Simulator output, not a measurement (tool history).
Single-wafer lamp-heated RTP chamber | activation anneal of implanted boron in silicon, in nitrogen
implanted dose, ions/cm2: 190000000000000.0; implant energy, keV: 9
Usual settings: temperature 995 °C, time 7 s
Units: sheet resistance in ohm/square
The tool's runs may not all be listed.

run	day	temperature	time	wafers since the last listed run	wafers since the last pyrometer calibration	wafers since the reflector plate was cleaned	hours since the gauge calibration	read-back reference wafer on the same gauge, sheet resistance	sheet resistance
1	0.000	995	7	0	1164	1920	538.0	638.89	607.50
2	2.833	995	7	1385	2549	3305	606.0	640.59	608.63
3	5.204	995	7	1158	3708	4464	662.9	640.02	610.13
# day 8.017: reflector plate cleaned
4	8.038	995	7	1222	4930	9	730.9	642.49	609.69
5	10.188	995	7	1050	5981	1060	782.5	644.54	608.19
# day 11.479: gauge calibrated
6	12.204	995	5	985	6967	2045	17.4	621.92	589.73
# day 14.879: pyrometer window cleaned and pyrometer calibrated
7	14.900	995	5	1154	9	3200	82.1	622.16	591.15
8	17.354	976	5	1199	1209	4400	141.0	624.26	611.21
9	19.104	970	7	855	2064	5255	183.0	626.03	617.22
10	20.442	987	7	653	2718	5909	215.1	626.19	597.16
# day 21.333: reflector plate cleaned
11	23.362	987	7	1264	3983	990	285.2	627.41	599.52
12	26.042	995	7	1309	5293	2300	349.5	629.24	598.83
# day 31.633: pyrometer window cleaned and pyrometer calibrated
13	31.742	995	7	2623	53	4924	486.3	632.53	601.53
14	33.333	983	9	778	831	5702	524.5	631.82	607.02
# day 35.858: reflector plate cleaned
15	36.279	1009	9	1277	2108	206	595.2	634.84	597.31

Forecast each of these 3 alternatives for the next run:
A	36.296	986	7	8	2116	214	595.6	?	?
B	36.296	1023	9	8	2116	214	595.6	?	?
C	36.296	968	7	8	2116	214	595.6	?	?

run	read-back reference wafer on the same gauge, sheet resistance	sheet resistance
A	634.69	606.87
B	634.69	592.30
C	634.69	627.52
Without the tool's hidden state the same runs would have given:
run	sheet resistance
A	595.78
B	581.47
C	616.05

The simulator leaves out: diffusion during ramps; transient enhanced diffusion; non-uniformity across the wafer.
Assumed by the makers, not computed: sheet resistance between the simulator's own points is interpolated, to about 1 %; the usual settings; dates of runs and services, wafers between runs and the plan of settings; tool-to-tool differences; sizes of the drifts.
